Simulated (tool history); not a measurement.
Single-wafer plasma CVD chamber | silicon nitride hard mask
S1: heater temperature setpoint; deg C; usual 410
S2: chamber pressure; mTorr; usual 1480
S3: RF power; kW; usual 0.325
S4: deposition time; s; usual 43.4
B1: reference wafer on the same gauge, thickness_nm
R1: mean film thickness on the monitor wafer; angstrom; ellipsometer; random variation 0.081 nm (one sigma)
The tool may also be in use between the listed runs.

{"run": 1, "hour": 0.0, "S1": 410, "S2": 1480, "S3": 0.325, "S4": 43.4, "B1": 62.271, "R1": 548.91}
{"run": 2, "hour": 12.1, "S1": 405, "S2": 1480, "S3": 0.325, "S4": 38.2, "B1": 62.281, "R1": 484.48}
{"run": 3, "hour": 29.5, "S1": 405, "S2": 1480, "S3": 0.325, "S4": 38.2, "B1": 62.286, "R1": 485.21}
{"run": 4, "hour": 44.3, "S1": 405, "S2": 1480, "S3": 0.325, "S4": 38.2, "B1": 62.304, "R1": 483.93}
{"run": 5, "hour": 53.1, "S1": 410, "S2": 1480, "S3": 0.325, "S4": 43.4, "B1": 62.297, "R1": 549.95}
{"run": 6, "hour": 66.5, "S1": 418, "S2": 1150, "S3": 0.265, "S4": 39.3, "B1": 62.276, "R1": 385.35}
{"run": 7, "hour": 84.4, "S1": 410, "S2": 1220, "S3": 0.265, "S4": 46, "B1": 62.32, "R1": 459.8}
{"run": 8, "hour": 92.1, "S1": 410, "S2": 1290, "S3": 0.325, "S4": 43.4, "B1": 62.303, "R1": 529.52}
{"hour": 102.0, "done": "thermocouple changed; heater temperature recalibrated"}
{"hour": 114.3, "done": "capacitance manometer re-zeroed and calibrated"}
{"run": 9, "hour": 114.8, "S1": 410, "S2": 1480, "S3": 0.325, "S4": 43.4, "B1": 62.31, "R1": 536.8}
{"run": 10, "hour": 125.8, "S1": 410, "S2": 1480, "S3": 0.325, "S4": 38.6, "B1": 62.294, "R1": 479}
{"run": 11, "hour": 132.3, "S1": 418, "S2": 1350, "S3": 0.36, "S4": 49.7, "B1": 62.31, "R1": 647.61}
{"run": 12, "hour": 150.2, "S1": 396, "S2": 1310, "S3": 0.38, "S4": 35, "B1": 62.312, "R1": 476.45}
{"run": 13, "hour": 163.8, "S1": 420, "S2": 1730, "S3": 0.325, "S4": 50.7, "B1": 62.288, "R1": 651.04}
{"run": 14, "hour": 170.8, "S1": 410, "S2": 1480, "S3": 0.325, "S4": 43.4, "B1": 62.32, "R1": 537.74}
{"hour": 182.8, "done": "showerhead replaced"}
{"run": 15, "hour": 183.3, "S1": 417, "S2": 1480, "S3": 0.28, "S4": 43.4, "B1": 62.288, "R1": 470.73}
{"run": 16, "hour": 191.5, "S1": 403, "S2": 1680, "S3": 0.325, "S4": 43.4, "B1": 62.285, "R1": 557}
{"run": 17, "hour": 208.0, "S1": 415, "S2": 1720, "S3": 0.29, "S4": 35, "B1": 62.315, "R1": 408.17}
{"run": 18, "hour": 219.7, "S1": 417, "S2": 1480, "S3": 0.295, "S4": 35.5, "B1": 62.303, "R1": 403.04}
{"run": 19, "hour": 226.5, "S1": 406, "S2": 1320, "S3": 0.345, "S4": 40.8, "B1": 62.307, "R1": 514.94}
{"run": 20, "hour": 237.1, "S1": 410, "S2": 1480, "S3": 0.325, "S4": 43.4, "B1": 62.304, "R1": 537.01}
{"run": 21, "hour": 254.8, "S1": 422, "S2": 1480, "S3": 0.325, "S4": 48.7, "B1": 62.279, "R1": 598.51}
{"run": 22, "hour": 268.2, "S1": 410, "S2": 1160, "S3": 0.305, "S4": 46.8, "B1": 62.322, "R1": 513.6}
{"run": 23, "hour": 282.3, "S1": 410, "S2": 1220, "S3": 0.325, "S4": 43.4, "B1": 62.291, "R1": 511.14}
{"run": 24, "hour": 289.4, "S1": 410, "S2": 1480, "S3": 0.325, "S4": 43.4, "B1": 62.312, "R1": 538.21}
{"run": 25, "hour": 298.7, "S1": 405, "S2": 1480, "S3": 0.325, "S4": 43.4, "B1": 62.294, "R1": 538.26}
{"run": 26, "hour": 316.3, "S1": 410, "S2": 1480, "S3": 0.35, "S4": 43.4, "B1": 62.298, "R1": 569.56}
{"hour": 320.3, "done": "gauge calibrated"}
{"run": 27, "hour": 352.4, "S1": 410, "S2": 1480, "S3": 0.355, "S4": 37.6, "B1": 62.313, "R1": 501.57}
{"run": 28, "hour": 361.6, "S1": 410, "S2": 1480, "S3": 0.325, "S4": 43.4, "B1": 62.319, "R1": 539.98}
{"run": 29, "hour": 367.7, "S1": 421, "S2": 1480, "S3": 0.325, "S4": 38.8, "B1": 62.262, "R1": 479.5}

Forecast each of these 4 alternatives for the next run:
{"run": "A", "hour": 368.1, "S1": 410, "S2": 1480, "S3": 0.325, "S4": 39.5, "B1": "?", "R1": "?"}
{"run": "B", "hour": 368.1, "S1": 410, "S2": 1590, "S3": 0.325, "S4": 43.4, "B1": "?", "R1": "?"}
{"run": "C", "hour": 368.1, "S1": 414, "S2": 1480, "S3": 0.325, "S4": 43.4, "B1": "?", "R1": "?"}
{"run": "D", "hour": 368.1, "S1": 404, "S2": 1480, "S3": 0.325, "S4": 43.4, "B1": "?", "R1": "?"}

run=A B1=62.31 R1=490.15
run=B B1=62.31 R1=548.64
run=C B1=62.31 R1=537.34
run=D B1=62.31 R1=540.02
Without the tool's hidden state the same runs would have given:
run=A R1=491.31
run=B R1=550
run=C R1=538.62
run=D R1=541.3
